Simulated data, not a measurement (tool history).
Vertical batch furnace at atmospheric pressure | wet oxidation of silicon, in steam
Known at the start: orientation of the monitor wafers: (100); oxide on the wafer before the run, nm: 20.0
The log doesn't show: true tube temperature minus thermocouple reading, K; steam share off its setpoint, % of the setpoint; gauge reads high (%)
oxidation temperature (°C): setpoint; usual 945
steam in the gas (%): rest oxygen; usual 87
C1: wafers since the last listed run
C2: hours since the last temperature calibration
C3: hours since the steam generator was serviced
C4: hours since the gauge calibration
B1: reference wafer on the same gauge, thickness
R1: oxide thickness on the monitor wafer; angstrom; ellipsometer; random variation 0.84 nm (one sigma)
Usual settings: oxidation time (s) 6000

run 1 hour=0 | oxidation_temperature_(°C)=945 oxidation_time_(s)=6000 steam_in_the_gas_(%)=87 | C1=0 C2=1727.2 C3=3317.5 C4=206.2 | B1=320.82 | R1=3797.1
run 2 hour=13.6 | oxidation_temperature_(°C)=945 oxidation_time_(s)=6000 steam_in_the_gas_(%)=87 | C1=201 C2=1740.8 C3=3331.1 C4=219.8 | B1=320.69 | R1=3776.4
run 3 hour=45.2 | oxidation_temperature_(°C)=945 oxidation_time_(s)=6000 steam_in_the_gas_(%)=87 | C1=468 C2=1772.4 C3=3362.7 C4=251.4 | B1=320.95 | R1=3802.9
run 4 hour=68.3 | oxidation_temperature_(°C)=945 oxidation_time_(s)=8160 steam_in_the_gas_(%)=87 | C1=342 C2=1795.5 C3=3385.8 C4=274.5 | B1=321.16 | R1=4737.5
run 5 hour=87.2 | oxidation_temperature_(°C)=945 oxidation_time_(s)=8160 steam_in_the_gas_(%)=87 | C1=280 C2=1814.4 C3=3404.7 C4=293.4 | B1=321.17 | R1=4727.3
run 6 hour=120.3 | oxidation_temperature_(°C)=945 oxidation_time_(s)=8160 steam_in_the_gas_(%)=87 | C1=490 C2=1847.5 C3=3437.8 C4=326.5 | B1=321.14 | R1=4740.9
run 7 hour=143.9 | oxidation_temperature_(°C)=945 oxidation_time_(s)=6000 steam_in_the_gas_(%)=87 | C1=349 C2=1871.1 C3=3461.4 C4=350.1 | B1=321.11 | R1=3809.9
run 8 hour=167.7 | oxidation_temperature_(°C)=945 oxidation_time_(s)=6000 steam_in_the_gas_(%)=87 | C1=352 C2=1894.9 C3=3485.2 C4=373.9 | B1=320.93 | R1=3816.9
run 9 hour=191.9 | oxidation_temperature_(°C)=945 oxidation_time_(s)=6000 steam_in_the_gas_(%)=87 | C1=358 C2=1919.1 C3=3509.4 C4=398.1 | B1=321 | R1=3814.7
run 10 hour=224 | oxidation_temperature_(°C)=945 oxidation_time_(s)=6000 steam_in_the_gas_(%)=87 | C1=475 C2=1951.2 C3=3541.5 C4=430.2 | B1=320.89 | R1=3792.7
-- hour=265.6 thermocouples replaced and temperature profile calibrated
run 11 hour=266.1 | oxidation_temperature_(°C)=945 oxidation_time_(s)=6000 steam_in_the_gas_(%)=87 | C1=268 C2=0.5 C3=3583.6 C4=472.3 | B1=321.24 | R1=3618
run 12 hour=279.3 | oxidation_temperature_(°C)=924 oxidation_time_(s)=5040 steam_in_the_gas_(%)=97 | C1=195 C2=13.7 C3=3596.8 C4=485.5 | B1=321.08 | R1=2864.8
run 13 hour=312.4 | oxidation_temperature_(°C)=966 oxidation_time_(s)=3900 steam_in_the_gas_(%)=82 | C1=490 C2=46.8 C3=3629.9 C4=518.6 | B1=321.21 | R1=3041.2
-- hour=346.6 gauge calibrated
-- hour=360.1 steam generator serviced
run 14 hour=360.6 | oxidation_temperature_(°C)=920 oxidation_time_(s)=7620 steam_in_the_gas_(%)=80 | C1=358 C2=95 C3=0.5 C4=14 | B1=320.83 | R1=3278.9
run 15 hour=365.8 | oxidation_temperature_(°C)=963 oxidation_time_(s)=3870 steam_in_the_gas_(%)=87 | C1=77 C2=100.2 C3=5.7 C4=19.2 | B1=320.88 | R1=3087.6
run 16 hour=383.5 | oxidation_temperature_(°C)=945 oxidation_time_(s)=6000 steam_in_the_gas_(%)=87 | C1=262 C2=117.9 C3=23.4 C4=36.9 | B1=321.12 | R1=3622.2

Run 17 comes next. What will it give?
run 17 hour=403.7 | oxidation_temperature_(°C)=945 oxidation_time_(s)=8670 steam_in_the_gas_(%)=92 | C1=299 C2=138.1 C3=43.6 C4=57.1 | B1=? | R1=?

Run 17 gave B1 321.12, R1 4936.4 angstrom.
Without the tool's hidden state the same run would have given R1 4918.4 angstrom.
